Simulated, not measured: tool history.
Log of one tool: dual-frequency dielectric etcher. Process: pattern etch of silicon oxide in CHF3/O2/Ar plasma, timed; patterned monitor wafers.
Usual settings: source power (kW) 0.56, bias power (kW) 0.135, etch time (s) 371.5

run	hour	source power (kW)	bias power (kW)	etch time (s)	read-back reference wafer on the same gauge, depth_nm	mean etch depth across the wafer (angstrom)
1	0	0.56	0.145	371.5	607.8	5397
2	31.3	0.56	0.145	371.5	608	5369
3	45.5	0.56	0.145	371.5	608	5418
4	71.3	0.56	0.135	371.5	607.8	5265
5	94.6	0.56	0.135	371.5	608	5281
6	129	0.56	0.135	371.5	608.4	5255
7	144.2	0.56	0.135	371.5	607.8	5234
# hour 189.5: wet clean of the chamber
8	190	0.56	0.135	371.5	607.9	5468
9	190.4	0.56	0.135	371.5	607.9	5472
10	214.9	0.56	0.135	371.5	607.7	5441
# hour 224.7: gauge calibrated
# hour 260.6: upper electrode replaced
11	295.2	0.5	0.163	312.5	608	4546
12	328.2	0.49	0.105	371.5	608.3	4667
13	359.7	0.56	0.145	371.5	608	5580
# hour 381.8: source power generator calibrated
14	391.6	0.56	0.135	371.5	607.6	5410
15	404.2	0.56	0.147	470	608.4	7020
# hour 443.8: bias power generator calibrated
16	460.9	0.56	0.159	371.5	608	5661
17	493.3	0.69	0.135	311	608	5068
18	507.7	0.56	0.117	371.5	608.2	5147

Forecast run 19:
19	596	0.56	0.145	371.5	?	?

read-back reference wafer on the same gauge, depth_nm: 608.1
mean etch depth across the wafer (angstrom): 5470
Without the tool's hidden state the same run would have given mean etch depth across the wafer (angstrom) 5573.
